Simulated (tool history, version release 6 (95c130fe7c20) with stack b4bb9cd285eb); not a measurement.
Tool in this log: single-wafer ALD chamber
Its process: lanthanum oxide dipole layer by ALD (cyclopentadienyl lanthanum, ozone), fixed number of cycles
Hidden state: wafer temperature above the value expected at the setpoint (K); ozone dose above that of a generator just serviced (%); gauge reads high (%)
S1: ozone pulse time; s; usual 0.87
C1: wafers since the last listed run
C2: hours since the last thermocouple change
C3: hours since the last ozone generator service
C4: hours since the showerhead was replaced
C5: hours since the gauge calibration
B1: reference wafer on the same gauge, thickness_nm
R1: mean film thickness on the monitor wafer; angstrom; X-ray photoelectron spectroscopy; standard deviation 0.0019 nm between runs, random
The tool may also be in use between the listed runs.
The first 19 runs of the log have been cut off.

{"run": 20, "hour": 969.0, "S1": 1.05, "C1": 856, "C2": 1793.4, "C3": 66.6, "C4": 131.3, "C5": 671.3, "B1": 0.411, "R1": 4.75}
{"run": 21, "hour": 1016.9, "S1": 0.56, "C1": 627, "C2": 1841.3, "C3": 114.5, "C4": 179.2, "C5": 719.2, "B1": 0.411, "R1": 3.51}
{"run": 22, "hour": 1070.5, "S1": 0.87, "C1": 701, "C2": 1894.9, "C3": 168.1, "C4": 232.8, "C5": 772.8, "B1": 0.41, "R1": 4.46}
{"run": 23, "hour": 1106.6, "S1": 0.87, "C1": 472, "C2": 1931, "C3": 204.2, "C4": 268.9, "C5": 808.9, "B1": 0.411, "R1": 4.46}
{"run": 24, "hour": 1147.7, "S1": 1.19, "C1": 538, "C2": 1972.1, "C3": 245.3, "C4": 310, "C5": 850, "B1": 0.41, "R1": 4.96}
{"run": 25, "hour": 1236.4, "S1": 1.12, "C1": 1161, "C2": 2060.8, "C3": 334, "C4": 398.7, "C5": 938.7, "B1": 0.411, "R1": 4.85}
{"run": 26, "hour": 1276.4, "S1": 0.73, "C1": 523, "C2": 2100.8, "C3": 374, "C4": 438.7, "C5": 978.7, "B1": 0.411, "R1": 4.11}
{"hour": 1287.6, "done": "thermocouple changed; heater temperature recalibrated"}
{"run": 27, "hour": 1345.9, "S1": 0.58, "C1": 805, "C2": 58.3, "C3": 443.5, "C4": 508.2, "C5": 1048.2, "B1": 0.411, "R1": 3.58}
{"run": 28, "hour": 1458.5, "S1": 1.03, "C1": 1474, "C2": 170.9, "C3": 556.1, "C4": 620.8, "C5": 1160.8, "B1": 0.411, "R1": 4.75}
{"run": 29, "hour": 1503.4, "S1": 0.87, "C1": 587, "C2": 215.8, "C3": 601, "C4": 665.7, "C5": 1205.7, "B1": 0.411, "R1": 4.49}
{"run": 30, "hour": 1698.5, "S1": 0.64, "C1": 2554, "C2": 410.9, "C3": 796.1, "C4": 860.8, "C5": 1400.8, "B1": 0.411, "R1": 3.81}
{"run": 31, "hour": 1742.7, "S1": 0.54, "C1": 578, "C2": 455.1, "C3": 840.3, "C4": 905, "C5": 1445, "B1": 0.411, "R1": 3.42}
{"run": 32, "hour": 1767.7, "S1": 0.87, "C1": 327, "C2": 480.1, "C3": 865.3, "C4": 930, "C5": 1470, "B1": 0.411, "R1": 4.46}

Expected results for the next run?
{"run": 33, "hour": 1805.2, "S1": 0.87, "C1": 491, "C2": 517.6, "C3": 902.8, "C4": 967.5, "C5": 1507.5, "B1": "?", "R1": "?"}

{"run 33": {"B1": 0.411, "R1": 4.48}}
On a tool with no hidden condition, and with the same random variation, this run would have come out at R1 4.5 angstrom.

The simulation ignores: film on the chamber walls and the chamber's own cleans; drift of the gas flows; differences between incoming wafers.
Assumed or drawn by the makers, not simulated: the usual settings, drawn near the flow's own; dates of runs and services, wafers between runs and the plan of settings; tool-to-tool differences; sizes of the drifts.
